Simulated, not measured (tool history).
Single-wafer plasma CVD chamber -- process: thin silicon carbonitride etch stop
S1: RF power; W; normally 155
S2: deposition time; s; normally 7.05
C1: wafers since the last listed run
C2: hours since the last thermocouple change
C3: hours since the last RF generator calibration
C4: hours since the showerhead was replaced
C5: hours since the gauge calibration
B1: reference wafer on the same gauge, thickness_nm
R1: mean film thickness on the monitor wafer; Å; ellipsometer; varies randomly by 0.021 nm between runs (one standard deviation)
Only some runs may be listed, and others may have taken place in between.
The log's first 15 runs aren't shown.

| run | hour | S1 | S2 | C1 | C2 | C3 | C4 | C5 | B1 | R1 |
|---|---|---|---|---|---|---|---|---|---|---|
| 16 | 1341.1 | 165 | 7.05 | 1987 | 371.1 | 767.5 | 804.5 | 1580.8 | 3.110 | 36.26 |
| 17 | 1426.8 | 155 | 7.05 | 2342 | 456.8 | 853.2 | 890.2 | 1666.5 | 3.106 | 35.82 |
| 18 | 1527.5 | 155 | 7.05 | 2752 | 557.5 | 953.9 | 990.9 | 1767.2 | 3.114 | 36.12 |
| 19 | 1567.8 | 155 | 7.05 | 1101 | 597.8 | 994.2 | 1031.2 | 1807.5 | 3.114 | 35.71 |
| 20 | 1735.2 | 180 | 7.05 | 4576 | 765.2 | 1161.6 | 1198.6 | 1974.9 | 3.121 | 37.01 |
| 21 | 1927.2 | 125 | 8.18 | 5248 | 957.2 | 1353.6 | 1390.6 | 2166.9 | 3.115 | 38.56 |
| 22 | 2169.6 | 130 | 8.16 | 6626 | 1199.6 | 1596.0 | 1633.0 | 2409.3 | 3.110 | 39.57 |
| 23 | 2221.2 | 175 | 7.62 | 1410 | 1251.2 | 1647.6 | 1684.6 | 2460.9 | 3.109 | 40.42 |
| 24 | 2283.1 | 155 | 6.47 | 1692 | 1313.1 | 1709.5 | 1746.5 | 2522.8 | 3.103 | 32.89 |
|  | 2458.5 | gauge calibrated |
|  | 2492.3 | thermocouple changed; heater temperature recalibrated |
| 25 | 2510.0 | 155 | 7.87 | 5984 | 17.7 | 1936.4 | 1973.4 | 51.5 | 3.115 | 40.13 |
| 26 | 2572.1 | 155 | 5.83 | 1697 | 79.8 | 1998.5 | 2035.5 | 113.6 | 3.112 | 29.66 |
| 27 | 2675.2 | 130 | 7.05 | 2818 | 182.9 | 2101.6 | 2138.6 | 216.7 | 3.116 | 34.08 |
| 28 | 2732.3 | 155 | 7.05 | 1560 | 240.0 | 2158.7 | 2195.7 | 273.8 | 3.113 | 36.05 |
|  | 2749.6 | RF generator calibrated |
| 29 | 2806.0 | 175 | 7.05 | 1796 | 313.7 | 56.4 | 2269.4 | 347.5 | 3.107 | 37.50 |
| 30 | 2880.0 | 155 | 6.46 | 2022 | 387.7 | 130.4 | 2343.4 | 421.5 | 3.102 | 32.69 |
| 31 | 2948.0 | 135 | 6.26 | 1858 | 455.7 | 198.4 | 2411.4 | 489.5 | 3.111 | 30.32 |
| 32 | 3015.2 | 130 | 7.57 | 1837 | 522.9 | 265.6 | 2478.6 | 556.7 | 3.118 | 36.51 |
| 33 | 3283.0 | 155 | 7.05 | 7321 | 790.7 | 533.4 | 2746.4 | 824.5 | 3.110 | 35.85 |
| 34 | 3387.4 | 155 | 7.05 | 2854 | 895.1 | 637.8 | 2850.8 | 928.9 | 3.112 | 35.41 |
| 35 | 3459.4 | 175 | 8.25 | 1968 | 967.1 | 709.8 | 2922.8 | 1000.9 | 3.105 | 43.68 |

Forecast each of these 4 alternatives for the next run:
| A | 3459.8 | 185 | 7.05 | 10 | 967.5 | 710.2 | 2923.2 | 1001.3 | ? | ? |
| B | 3459.8 | 170 | 7.74 | 10 | 967.5 | 710.2 | 2923.2 | 1001.3 | ? | ? |
| C | 3459.8 | 145 | 6.05 | 10 | 967.5 | 710.2 | 2923.2 | 1001.3 | ? | ? |
| D | 3459.8 | 130 | 5.98 | 10 | 967.5 | 710.2 | 2923.2 | 1001.3 | ? | ? |

| run | B1 | R1 |
|---|---|---|
| A | 3.111 | 37.67 |
| B | 3.111 | 40.29 |
| C | 3.111 | 29.98 |
| D | 3.111 | 28.64 |
With the hidden condition removed and each run's random variation left untouched, the same runs would have given:
| run | R1 |
|---|---|
| A | 37.67 |
| B | 40.29 |
| C | 29.98 |
| D | 28.64 |

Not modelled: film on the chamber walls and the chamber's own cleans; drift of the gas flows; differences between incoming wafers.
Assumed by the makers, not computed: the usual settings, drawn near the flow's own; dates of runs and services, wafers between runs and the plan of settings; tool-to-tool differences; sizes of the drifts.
